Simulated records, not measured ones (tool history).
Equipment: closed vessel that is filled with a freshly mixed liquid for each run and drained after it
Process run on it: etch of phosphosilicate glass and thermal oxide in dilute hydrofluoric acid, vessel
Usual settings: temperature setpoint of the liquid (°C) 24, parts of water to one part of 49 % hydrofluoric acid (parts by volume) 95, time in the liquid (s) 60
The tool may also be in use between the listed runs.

run   hour  temperature setpoint of the liquid (°C)  parts of water to one part of 49 % hydrofluoric acid (parts by volume)  time in the liquid (s)  read-back film thickness of the phosphosilicate glass reference wafer, read on the same gauge (nm)  read-back film thickness of the thermal oxide reference wafer, read on the same gauge (nm)  thickness taken off the phosphosilicate glass on a monitor wafer (angstrom)  thickness taken off the thermal oxide on a monitor wafer (angstrom)
  1      0                                       24                                                                      95                      60                                                                                               69.96                                                                                      50.004                                                                        932.5                                                                30.64
  2   14.5                                       24                                                                      95                      60                                                                                               69.99                                                                                      49.995                                                                        934.9                                                                30.43
  3   26.5                                       24                                                                      95                      60                                                                                               69.99                                                                                      49.999                                                                        929.8                                                                 30.4
      30.2  -- gauge calibrated
  4   37.4                                       24                                                                      95                      60                                                                                               70.02                                                                                      50.012                                                                        931.8                                                                29.77
  5   45.8                                       24                                                                      95                      60                                                                                                  70                                                                                      49.999                                                                        933.5                                                                30.32
  6   51.9                                       24                                                                      95                      60                                                                                               69.98                                                                                      49.994                                                                          930                                                                30.77
  7   62.3                                       24                                                                      95                      60                                                                                               70.02                                                                                      49.997                                                                        928.7                                                                30.35
  8   74.2                                     21.5                                                                      95                      50                                                                                               70.02                                                                                      50.022                                                                        701.2                                                                23.11
  9   90.9                                     27.5                                                                      95                      45                                                                                                  70                                                                                      50.028                                                                        797.7                                                                26.36
 10   97.4                                     27.5                                                                      95                      65                                                                                               70.02                                                                                      50.018                                                                         1148                                                                 37.6
 11  112.3                                     19.5                                                                      70                      80                                                                                                  70                                                                                      50.006                                                                       1456.4                                                                47.05
 12  120.3                                       26                                                                      95                      35                                                                                                  70                                                                                      50.012                                                                          588                                                                 18.9
 13  130.5                                     27.5                                                                      95                      60                                                                                               69.98                                                                                      49.989                                                                       1062.4                                                                34.67
     149.1  -- thermometer replaced
 14  150.5                                     22.5                                                                      95                      60                                                                                                  70                                                                                      49.993                                                                        820.1                                                                26.58
 15  156.8                                       24                                                                     130                      60                                                                                               70.01                                                                                      49.986                                                                          610                                                                 19.8
     161.4  -- hydrofluoric acid flow meter replaced
 16  163.9                                       24                                                                     125                      60                                                                                               70.02                                                                                      50.001                                                                        701.4                                                                22.92
 17  178.9                                     21.5                                                                     125                      90                                                                                               69.99                                                                                      49.998                                                                          955                                                                31.25
 18  195.8                                       24                                                                      95                      60                                                                                               70.01                                                                                      49.995                                                                          955                                                                31.14
 19  202.3                                     22.5                                                                     135                      60                                                                                                  70                                                                                      50.004                                                                        607.8                                                                19.83
 20  208.9                                       24                                                                      95                      60                                                                                                  70                                                                                      49.985                                                                        954.3                                                                31.33
 21    218                                       24                                                                      70                      60                                                                                                  70                                                                                      49.985                                                                       1342.8                                                                 43.7
 22  243.7                                       24                                                                      95                      60                                                                                               69.99                                                                                      49.984                                                                        948.5                                                                31.22
 23  252.3                                       24                                                                      70                      75                                                                                               69.99                                                                                      50.003                                                                       1664.9                                                                54.95
 24  259.6                                       24                                                                      95                      60                                                                                               69.99                                                                                      49.995                                                                        950.2                                                                31.15
 25  265.8                                       24                                                                      95                      60                                                                                               70.01                                                                                      49.987                                                                        955.4                                                                31.24
 26    275                                       24                                                                     120                      45                                                                                               70.01                                                                                      49.996                                                                        548.8                                                                18.08

Alternative continuations, all from the tool just after run 26; predict every row:
  A  275.7                                       24                                                                      95                      50                                                                                                   ?                                                                                           ?                                                                            ?                                                                    ?
  B  275.7                                       24                                                                      95                      90                                                                                                   ?                                                                                           ?                                                                            ?                                                                    ?
  C  275.7                                       24                                                                     125                      90                                                                                                   ?                                                                                           ?                                                                            ?                                                                    ?
  D  275.7                                       24                                                                     110                      60                                                                                                   ?                                                                                           ?                                                                            ?                                                                    ?

run  read-back film thickness of the phosphosilicate glass reference wafer, read on the same gauge (nm)  read-back film thickness of the thermal oxide reference wafer, read on the same gauge (nm)  thickness taken off the phosphosilicate glass on a monitor wafer (angstrom)  thickness taken off the thermal oxide on a monitor wafer (angstrom)
  A                                                                                               69.99                                                                                       50.01                                                                        792.9                                                                26.05
  B                                                                                               69.99                                                                                       50.01                                                                       1427.2                                                                46.89
  C                                                                                               69.99                                                                                       50.01                                                                       1045.2                                                                34.34
  D                                                                                               69.99                                                                                       50.01                                                                        806.4                                                                26.49
What these runs would have given with no unlogged condition in the tool:
run  thickness taken off the phosphosilicate glass on a monitor wafer (angstrom)  thickness taken off the thermal oxide on a monitor wafer (angstrom)
  A                                                                          790                                                                25.95
  B                                                                         1422                                                                46.72
  C                                                                       1042.2                                                                34.24
  D                                                                        803.8                                                                26.41
